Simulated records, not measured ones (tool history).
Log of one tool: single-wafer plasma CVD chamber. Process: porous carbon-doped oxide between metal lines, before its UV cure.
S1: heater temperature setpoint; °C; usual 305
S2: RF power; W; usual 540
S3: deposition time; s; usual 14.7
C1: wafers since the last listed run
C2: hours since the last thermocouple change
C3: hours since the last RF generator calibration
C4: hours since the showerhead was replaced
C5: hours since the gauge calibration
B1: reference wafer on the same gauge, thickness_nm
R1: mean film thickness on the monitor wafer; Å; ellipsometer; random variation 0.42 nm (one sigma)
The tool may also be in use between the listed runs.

| run | hour | S1 | S2 | S3 | C1 | C2 | C3 | C4 | C5 | B1 | R1 |
|---|---|---|---|---|---|---|---|---|---|---|---|
| 1 | 0.0 | 305 | 540 | 14.7 | 0 | 639.9 | 250.0 | 1970.6 | 2342.6 | 101.783 | 827.72 |
| 2 | 57.6 | 305 | 540 | 14.7 | 2125 | 697.5 | 307.6 | 2028.2 | 2400.2 | 101.629 | 826.37 |
| 3 | 142.3 | 305 | 540 | 14.7 | 3125 | 782.2 | 392.3 | 2112.9 | 2484.9 | 101.486 | 827.85 |
| 4 | 197.3 | 305 | 540 | 14.7 | 2029 | 837.2 | 447.3 | 2167.9 | 2539.9 | 101.593 | 810.66 |
| 5 | 271.3 | 305 | 540 | 14.7 | 2730 | 911.2 | 521.3 | 2241.9 | 2613.9 | 101.782 | 810.52 |
| 6 | 345.3 | 305 | 540 | 14.7 | 2730 | 985.2 | 595.3 | 2315.9 | 2687.9 | 101.684 | 807.15 |
|  | 407.0 | thermocouple changed; heater temperature recalibrated |
| 7 | 413.7 | 317 | 540 | 13.5 | 2228 | 6.7 | 663.7 | 2384.3 | 2756.3 | 101.737 | 711.83 |
| 8 | 520.7 | 317 | 540 | 13.5 | 3948 | 113.7 | 770.7 | 2491.3 | 2863.3 | 101.830 | 715.14 |
| 9 | 608.6 | 305 | 540 | 12.6 | 3243 | 201.6 | 858.6 | 2579.2 | 2951.2 | 101.709 | 706.12 |
| 10 | 656.7 | 305 | 540 | 12.6 | 1774 | 249.7 | 906.7 | 2627.3 | 2999.3 | 101.799 | 709.56 |
| 11 | 757.3 | 301 | 540 | 13.1 | 3711 | 350.3 | 1007.3 | 2727.9 | 3099.9 | 101.758 | 745.05 |
| 12 | 809.6 | 301 | 540 | 13.1 | 1929 | 402.6 | 1059.6 | 2780.2 | 3152.2 | 101.598 | 744.01 |
| 13 | 885.7 | 301 | 540 | 13.1 | 2807 | 478.7 | 1135.7 | 2856.3 | 3228.3 | 101.768 | 731.82 |
| 14 | 932.2 | 305 | 540 | 14.7 | 1715 | 525.2 | 1182.2 | 2902.8 | 3274.8 | 101.850 | 807.41 |
| 15 | 1030.5 | 305 | 540 | 14.7 | 3627 | 623.5 | 1280.5 | 3001.1 | 3373.1 | 101.715 | 806.42 |
|  | 1073.4 | gauge calibrated |
| 16 | 1102.2 | 305 | 540 | 15.8 | 2645 | 695.2 | 1352.2 | 3072.8 | 28.8 | 101.722 | 861.15 |
| 17 | 1169.6 | 310 | 540 | 14.7 | 2486 | 762.6 | 1419.6 | 3140.2 | 96.2 | 101.791 | 782.98 |
|  | 1182.6 | showerhead replaced |
| 18 | 1254.6 | 298 | 540 | 14.7 | 2841 | 847.6 | 1504.6 | 72.0 | 181.2 | 101.703 | 821.36 |
| 19 | 1325.5 | 300 | 595 | 13.9 | 2616 | 918.5 | 1575.5 | 142.9 | 252.1 | 101.633 | 815.21 |
| 20 | 1378.9 | 305 | 630 | 14.7 | 1970 | 971.9 | 1628.9 | 196.3 | 305.5 | 101.700 | 877.96 |
| 21 | 1483.4 | 305 | 540 | 14.7 | 3855 | 1076.4 | 1733.4 | 300.8 | 410.0 | 101.656 | 790.53 |
| 22 | 1554.1 | 305 | 540 | 12.3 | 2608 | 1147.1 | 1804.1 | 371.5 | 480.7 | 101.694 | 663.54 |
|  | 1606.1 | RF generator calibrated |
|  | 1685.3 | thermocouple changed; heater temperature recalibrated |
| 23 | 1872.1 | 305 | 450 | 14.7 | 11142 | 186.8 | 266.0 | 689.5 | 798.7 | 101.777 | 745.88 |
| 24 | 1929.4 | 305 | 625 | 14.7 | 2114 | 244.1 | 323.3 | 746.8 | 856.0 | 101.483 | 912.78 |
| 25 | 1995.5 | 305 | 540 | 15.9 | 2438 | 310.2 | 389.4 | 812.9 | 922.1 | 101.655 | 901.28 |
| 26 | 2142.2 | 292 | 540 | 14.7 | 5412 | 456.9 | 536.1 | 959.6 | 1068.8 | 101.750 | 882.70 |
| 27 | 2247.2 | 300 | 570 | 12.3 | 3874 | 561.9 | 641.1 | 1064.6 | 1173.8 | 101.417 | 735.24 |
| 28 | 2524.1 | 320 | 540 | 14.7 | 10216 | 838.8 | 918.0 | 1341.5 | 1450.7 | 101.591 | 751.63 |
| 29 | 2616.6 | 305 | 540 | 14.7 | 3412 | 931.3 | 1010.5 | 1434.0 | 1543.2 | 101.633 | 806.66 |
| 30 | 2675.5 | 305 | 540 | 14.7 | 2173 | 990.2 | 1069.4 | 1492.9 | 1602.1 | 101.707 | 796.52 |
| 31 | 2754.5 | 301 | 460 | 12.8 | 2914 | 1069.2 | 1148.4 | 1571.9 | 1681.1 | 101.568 | 639.34 |

3 ways to go on from here, each from the tool as it stands after run 31. What would each give?
| A | 2754.9 | 305 | 540 | 14.7 | 14 | 1069.6 | 1148.8 | 1572.3 | 1681.5 | ? | ? |
| B | 2754.9 | 305 | 625 | 17.6 | 14 | 1069.6 | 1148.8 | 1572.3 | 1681.5 | ? | ? |
| C | 2754.9 | 318 | 605 | 12.6 | 14 | 1069.6 | 1148.8 | 1572.3 | 1681.5 | ? | ? |

| run | B1 | R1 |
|---|---|---|
| A | 101.655 | 801.35 |
| B | 101.655 | 1044.28 |
| C | 101.655 | 698.85 |
Without the tool's hidden state the same runs would have given:
| run | R1 |
|---|---|
| A | 863.95 |
| B | 1124.72 |
| C | 751.30 |

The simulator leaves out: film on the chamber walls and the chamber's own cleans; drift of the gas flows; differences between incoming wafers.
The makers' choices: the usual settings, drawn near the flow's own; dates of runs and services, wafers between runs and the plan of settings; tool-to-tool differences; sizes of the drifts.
